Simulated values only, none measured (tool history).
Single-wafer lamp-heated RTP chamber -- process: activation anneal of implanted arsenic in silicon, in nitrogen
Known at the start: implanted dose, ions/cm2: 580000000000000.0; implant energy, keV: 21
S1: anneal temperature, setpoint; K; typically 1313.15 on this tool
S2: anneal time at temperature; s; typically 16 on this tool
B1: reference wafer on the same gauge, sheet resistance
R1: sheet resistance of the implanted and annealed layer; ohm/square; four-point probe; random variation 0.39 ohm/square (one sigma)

run	day	S1	S2	B1	R1
1	0	1313.15	16	206.97	174.58
2	0.346	1313.15	16	207.1	175.34
3	0.671	1313.15	16	207.03	174.4
4	1.008	1313.15	16	206.88	174.64
# day 1.029: gauge calibrated
5	1.662	1313.15	16	206.94	174.63
6	2.362	1332.15	16	206.98	171.34
7	2.95	1332.15	16	206.86	171.45
# day 3.846: pyrometer window cleaned and pyrometer calibrated
8	4.692	1313.15	11	207.16	176.32
9	5.346	1313.15	11	206.93	176.93
10	5.646	1313.15	11	206.99	175.83
11	6.025	1298.15	16	207	175.27
# day 6.625: pyrometer window cleaned and pyrometer calibrated, repeated, since the last time left the tool worse
12	6.646	1298.15	16	207	177.12
13	7.292	1326.15	9	207.18	178
14	7.646	1335.15	19	206.88	169.9
15	8.188	1338.15	16	206.86	170.53
# day 8.633: gauge calibrated
16	8.746	1313.15	24	206.96	172.11
17	9.033	1313.15	19	206.8	173.51
18	9.396	1289.15	23	206.98	175.68
# day 9.971: reflector plate cleaned
19	10.017	1338.15	16	207.05	170.13
20	10.346	1324.15	22	207.05	170.68
21	11.071	1313.15	22	206.71	171.95
22	11.771	1313.15	16	207.01	174.04
23	12.033	1313.15	16	206.83	174.41
24	12.583	1287.15	8	207.13	181.7

Alternative continuations, all from the tool just after run 24; predict every row:
A	12.6	1313.15	16	?	?
B	12.6	1289.15	10	?	?
C	12.6	1340.15	24	?	?
D	12.6	1294.15	13	?	?

run	B1	R1
A	206.96	174.07
B	206.96	180.56
C	206.96	165.99
D	206.96	178.36
Without the tool's unlogged condition, the same runs would have read:
run	R1
A	175.29
B	181.54
C	167.42
D	179.4
